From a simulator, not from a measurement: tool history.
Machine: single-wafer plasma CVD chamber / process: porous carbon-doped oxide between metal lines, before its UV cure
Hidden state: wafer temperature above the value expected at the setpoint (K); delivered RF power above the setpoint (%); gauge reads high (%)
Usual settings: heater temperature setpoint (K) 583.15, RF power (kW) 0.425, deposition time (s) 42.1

run	hour	heater temperature setpoint (K)	RF power (kW)	deposition time (s)	wafers since the last listed run	hours since the last thermocouple change	hours since the last RF generator calibration	hours since the showerhead was replaced	hours since the gauge calibration	read-back reference wafer on the same gauge, thickness_nm	mean film thickness on the monitor wafer (angstrom)
1	0	583.15	0.425	42.1	0	1186.9	877	4511.8	1129.4	156.87	1775.9
# hour 31.6: RF generator calibrated
2	95.9	573.15	0.37	42.1	2166	1282.8	64.3	4607.7	1225.3	157.041	1783.83
3	182.1	573.15	0.37	42.1	2124	1369	150.5	4693.9	1311.5	157.153	1786.49
4	242.8	583.15	0.425	42.1	1495	1429.7	211.2	4754.6	1372.2	157.035	1929.65
5	328.6	583.15	0.425	42.1	2114	1515.5	297	4840.4	1458	157.022	1931.55
6	386.6	583.15	0.425	42.1	1429	1573.5	355	4898.4	1516	156.926	1909.23
7	438.7	583.15	0.425	42.1	1283	1625.6	407.1	4950.5	1568.1	156.993	1912.06
8	518.6	576.15	0.425	42.1	1969	1705.5	487	5030.4	1648	156.849	1997.69
9	556.6	576.15	0.425	42.1	936	1743.5	525	5068.4	1686	157.095	1965.01
10	606.8	583.15	0.425	42.1	1237	1793.7	575.2	5118.6	1736.2	157.08	1903.23
11	705.4	583.15	0.425	42.1	2429	1892.3	673.8	5217.2	1834.8	157.183	1846.85
12	770.5	583.15	0.425	42.1	1604	1957.4	738.9	5282.3	1899.9	156.997	1864.11
13	846.5	589.15	0.425	42.1	1872	2033.4	814.9	5358.3	1975.9	156.941	1784.39
14	908.4	583.15	0.425	36.5	1525	2095.3	876.8	5420.2	2037.8	156.911	1571.6
# hour 917: thermocouple changed; heater temperature recalibrated
# hour 969.3: RF generator calibrated
15	1015.4	583.15	0.425	42.1	2242	98.4	46.1	5527.2	2144.8	157.12	1918.03
16	1058.5	583.15	0.425	42.1	1062	141.5	89.2	5570.3	2187.9	157.015	1929.53
17	1105.9	589.15	0.425	49.2	1168	188.9	136.6	5617.7	2235.3	156.851	2175.09
18	1205.1	589.15	0.345	42.1	2444	288.1	235.8	5716.9	2334.5	157.171	1508.85
19	1254	583.15	0.425	42.1	1205	337	284.7	5765.8	2383.4	156.824	1929.84
# hour 1448.1: showerhead replaced
20	1503	593.15	0.35	37.9	5939	586	533.7	54.9	2632.4	157.106	1320.46
21	1582.8	594.15	0.51	46.2	1966	665.8	613.5	134.7	2712.2	156.976	2300.49
22	1627	583.15	0.425	42.1	1089	710	657.7	178.9	2756.4	156.85	1846.62
# hour 1629: gauge calibrated
23	1674.9	583.15	0.425	42.1	1180	757.9	705.6	226.8	45.9	156.967	1867.87
24	1774.5	583.15	0.425	37	2454	857.5	805.2	326.4	145.5	156.999	1603.08
25	1848.7	583.15	0.425	42.1	1828	931.7	879.4	400.6	219.7	157.228	1809.22
# hour 1874.3: RF generator calibrated
26	1908.9	583.15	0.425	42.1	1286	991.9	34.6	460.8	279.9	156.915	1918.32
27	2016.5	583.15	0.48	39.1	2651	1099.5	142.2	568.4	387.5	157.036	1993.41
28	2069.2	583.15	0.425	42.1	1298	1152.2	194.9	621.1	440.2	156.888	1922.46
29	2159.9	577.15	0.425	42.1	2235	1242.9	285.6	711.8	530.9	156.786	1988.35
30	2229.8	572.15	0.425	44.6	1722	1312.8	355.5	781.7	600.8	156.964	2171.91
31	2267.5	583.15	0.425	42.1	929	1350.5	393.2	819.4	638.5	157.186	1912.56
32	2334	577.15	0.345	46.3	1638	1417	459.7	885.9	705	156.989	1734.38

Describe how what the log doesn't record of the tool's condition differs between the last listed run preceding each entry between runs and the first listed run following it.
From run 1 to run 2: RF generator calibrated (hour 31.6)
  delivered RF power above the setpoint (%): -7.63 -> -0.0592
  measured less the result without the state, mean film thickness on the monitor wafer (angstrom): -143.69 -> -1.06
From run 14 to run 15: thermocouple changed; heater temperature recalibrated (hour 917); RF generator calibrated (hour 969.3)
  delivered RF power above the setpoint (%): -6.36 -> -0.295
  measured less the result without the state, mean film thickness on the monitor wafer (angstrom): -104.29 -> -5.51
From run 19 to run 20: showerhead replaced (hour 1448.1)
  delivered RF power above the setpoint (%): -0.946 -> -2.62
  measured less the result without the state, mean film thickness on the monitor wafer (angstrom): -17.89 -> -35.84
From run 22 to run 23: gauge calibrated (hour 1629)
  delivered RF power above the setpoint (%): -3.84 -> -4.38
  measured less the result without the state, mean film thickness on the monitor wafer (angstrom): -71.87 -> -83.4
From run 25 to run 26: RF generator calibrated (hour 1874.3)
  delivered RF power above the setpoint (%): -6.65 -> -0.485
  measured less the result without the state, mean film thickness on the monitor wafer (angstrom): -125.98 -> -9.08
